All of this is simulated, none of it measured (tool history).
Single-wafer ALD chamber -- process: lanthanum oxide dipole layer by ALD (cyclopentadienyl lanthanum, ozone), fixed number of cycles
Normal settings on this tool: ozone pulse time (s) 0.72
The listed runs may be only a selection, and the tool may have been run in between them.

run    hour  ozone pulse time (s)  read-back reference wafer on the same gauge, thickness_nm  mean film thickness on the monitor wafer (angstrom)
  1     0.0                  0.62                                                      0.433                                                 3.73
  2    59.9                  0.62                                                      0.435                                                 3.70
       70.3  -- ozone generator serviced
      114.4  -- thermocouple changed; heater temperature recalibrated
  3   164.3                  0.72                                                      0.434                                                 4.22
  4   231.6                  0.72                                                      0.433                                                 4.16
  5   339.3                  0.72                                                      0.434                                                 4.18
      458.0  -- gauge calibrated
  6   515.1                  0.72                                                      0.434                                                 4.15
  7   621.0                  0.72                                                      0.434                                                 4.09
  8   719.2                  0.72                                                      0.433                                                 4.10
  9  1040.7                  0.72                                                      0.435                                                 4.01
     1112.9  -- ozone generator serviced
 10  1116.1                  0.72                                                      0.435                                                 4.27
 11  1206.5                  0.72                                                      0.434                                                 4.26
 12  1244.1                  0.51                                                      0.434                                                 3.65
     1295.6  -- thermocouple changed; heater temperature recalibrated
 13  1340.2                  0.83                                                      0.434                                                 4.39
 14  1605.6                  0.72                                                      0.434                                                 4.17
 15  1712.1                  0.45                                                      0.435                                                 3.33
     1722.2  -- showerhead replaced, of another model than before
 16  1767.9                  0.52                                                      0.434                                                 3.77
 17  1861.6                  0.59                                                      0.435                                                 3.87
 18  1969.4                  0.63                                                      0.433                                                 3.97
     2045.4  -- ozone generator serviced
 19  2045.9                  0.94                                                      0.434                                                 4.59
 20  2113.8                  0.50                                                      0.433                                                 3.87
 21  2154.9                  0.87                                                      0.434                                                 4.46
 22  2244.0                  0.72                                                      0.434                                                 4.23
 23  2282.4                  0.89                                                      0.434                                                 4.43
     2292.2  -- thermocouple changed; heater temperature recalibrated
 24  2358.9                  0.84                                                      0.433                                                 4.40
 25  2454.7                  0.61                                                      0.434                                                 3.97
 26  2510.6                  0.72                                                      0.435                                                 4.15
 27  2579.4                  0.57                                                      0.435                                                 3.89
 28  2660.7                  0.82                                                      0.434                                                 4.35
 29  2706.1                  0.72                                                      0.433                                                 4.15
 30  2807.7                  0.92                                                      0.434                                                 4.39
 31  2915.1                  0.95                                                      0.435                                                 4.48
 32  2968.2                  0.54                                                      0.434                                                 3.72
 33  3028.9                  0.72                                                      0.434                                                 4.07
     3083.4  -- ozone generator serviced
 34  3323.8                  0.93                                                      0.434                                                 4.59
     3406.0  -- thermocouple changed; heater temperature recalibrated
 35  3406.5                  0.49                                                      0.434                                                 3.77

What if the next run were any one of these 3? Each begins from the tool's condition after run 35:
  A  3406.9                  0.64                                                          ?                                                    ?
  B  3406.9                  0.96                                                          ?                                                    ?
  C  3406.9                  0.99                                                          ?                                                    ?

run  read-back reference wafer on the same gauge, thickness_nm  mean film thickness on the monitor wafer (angstrom)
  A                                                      0.433                                                 4.05
  B                                                      0.433                                                 4.53
  C                                                      0.433                                                 4.57
What these runs would have given with no unlogged condition in the tool:
run  mean film thickness on the monitor wafer (angstrom)
  A                                                 4.11
  B                                                 4.59
  C                                                 4.63
